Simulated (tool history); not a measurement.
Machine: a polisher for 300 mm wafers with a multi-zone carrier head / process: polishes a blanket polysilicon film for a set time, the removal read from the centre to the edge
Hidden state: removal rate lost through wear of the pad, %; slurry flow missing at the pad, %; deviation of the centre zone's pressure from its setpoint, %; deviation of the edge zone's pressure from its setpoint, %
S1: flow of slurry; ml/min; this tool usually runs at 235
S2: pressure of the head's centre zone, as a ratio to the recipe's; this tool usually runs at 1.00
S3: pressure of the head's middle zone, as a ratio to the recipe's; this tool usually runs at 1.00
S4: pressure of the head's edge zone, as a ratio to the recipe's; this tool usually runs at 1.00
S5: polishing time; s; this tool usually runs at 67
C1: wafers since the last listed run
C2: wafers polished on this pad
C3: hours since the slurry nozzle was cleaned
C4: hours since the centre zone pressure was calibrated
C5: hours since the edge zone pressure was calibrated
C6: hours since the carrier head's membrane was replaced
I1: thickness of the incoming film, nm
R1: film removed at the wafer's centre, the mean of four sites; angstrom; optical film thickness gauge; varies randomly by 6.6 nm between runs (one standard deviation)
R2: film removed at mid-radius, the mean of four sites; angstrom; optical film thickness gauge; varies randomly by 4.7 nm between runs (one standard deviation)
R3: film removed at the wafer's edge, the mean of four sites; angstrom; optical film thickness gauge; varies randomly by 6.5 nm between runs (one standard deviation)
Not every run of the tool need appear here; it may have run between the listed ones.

run	hour	S1	S2	S3	S4	S5	C1	C2	C3	C4	C5	C6	I1	R1	R2	R3
1	0.0	165	1.00	1.00	1.00	67	0	2390	354.9	139.9	212.4	733.2	1757.5	4362	4291	4309
2	33.5	235	1.00	1.00	1.10	67	311	2701	388.4	173.4	245.9	766.7	1754.9	4512	4444	4739
3	66.3	190	1.00	0.93	0.88	67	304	3006	421.2	206.2	278.7	799.5	1703.8	4357	4068	4137
# hour 186.1: worn pad replaced by a new one
# hour 198.2: slurry nozzle cleaned
4	252.8	235	1.00	1.00	1.00	77	1687	610	54.6	392.7	465.2	986.0	1710.1	5627	5374	5271
5	291.6	305	1.00	1.00	1.00	78	360	971	93.4	431.5	504.0	1024.8	1724.1	6083	5481	5562
# hour 319.8: centre zone pressure recalibrated
6	349.6	265	1.00	1.00	1.00	67	520	1492	151.4	29.8	562.0	1082.8	1745.9	4699	4655	4719
7	384.4	305	0.95	1.00	0.95	45	323	1815	186.2	64.6	596.8	1117.6	1706.9	3107	3138	3135
8	410.6	235	1.00	1.00	1.04	67	243	2059	212.4	90.8	623.0	1143.8	1749.2	4767	4499	4733
9	440.7	235	1.00	1.00	1.00	67	279	2339	242.5	120.9	653.1	1173.9	1709.6	4765	4513	4668
# hour 461.0: edge zone pressure recalibrated
10	509.0	235	1.00	1.08	1.00	67	616	2955	310.8	189.2	48.0	1242.2	1731.4	4700	4702	4512
# hour 537.4: carrier head's membrane replaced by a new one
11	546.7	170	1.00	1.00	0.92	67	304	3259	348.5	226.9	85.7	9.3	1753.7	4471	4203	4221
12	636.6	210	1.00	1.00	1.09	59	835	4095	438.4	316.8	175.6	99.2	1697.2	3998	3624	3967
13	680.6	235	1.00	1.00	1.00	67	409	4504	482.4	360.8	219.6	143.2	1712.5	4552	4061	4186
# hour 717.1: worn pad replaced by a new one
14	735.0	260	0.96	1.00	1.04	48	468	166	536.8	415.2	274.0	197.6	1744.5	3656	3390	3455
# hour 741.5: slurry nozzle cleaned
15	762.7	235	1.00	1.00	1.00	67	248	414	21.2	442.9	301.7	225.3	1726.7	5205	4664	4701
# hour 795.6: centre zone pressure recalibrated
16	816.5	280	1.03	0.93	1.00	57	481	896	75.0	20.9	355.5	279.1	1729.1	4158	3774	4059
17	867.6	235	1.00	0.90	1.00	67	475	1371	126.1	72.0	406.6	330.2	1743.0	4696	4199	4699
18	924.0	235	0.95	1.00	1.00	49	524	1895	182.5	128.4	463.0	386.6	1699.6	3186	3310	3382
19	976.9	235	0.96	0.91	0.95	78	491	2387	235.4	181.3	515.9	439.5	1706.5	5190	4908	5149
20	1011.3	275	1.00	1.00	1.00	90	319	2707	269.8	215.7	550.3	473.9	1732.3	6513	6108	6055
21	1072.3	235	1.00	1.00	1.00	67	567	3274	330.8	276.7	611.3	534.9	1740.1	4636	4340	4454

Each row is a separate what-if for the run after 21, all from the same tool condition, not one after another. Results?
A	1072.8	235	1.00	1.00	1.00	67	4	3279	331.3	277.2	611.8	535.4	1705.0	?	?	?
B	1072.8	255	1.00	1.06	0.89	59	4	3279	331.3	277.2	611.8	535.4	1705.0	?	?	?
C	1072.8	295	1.00	1.00	1.00	67	4	3279	331.3	277.2	611.8	535.4	1705.0	?	?	?
D	1072.8	235	0.92	1.00	1.00	67	4	3279	331.3	277.2	611.8	535.4	1705.0	?	?	?
E	1072.8	290	1.06	1.00	0.96	75	4	3279	331.3	277.2	611.8	535.4	1705.0	?	?	?

run	R1	R2	R3
A	4620	4310	4404
B	4107	4021	3691
C	4731	4403	4476
D	4250	4312	4404
E	5605	4920	4908
Without the tool's hidden state the same runs would have given:
run	R1	R2	R3
A	4629	4612	4711
B	4114	4302	3948
C	4740	4711	4787
D	4256	4614	4711
E	5617	5265	5249
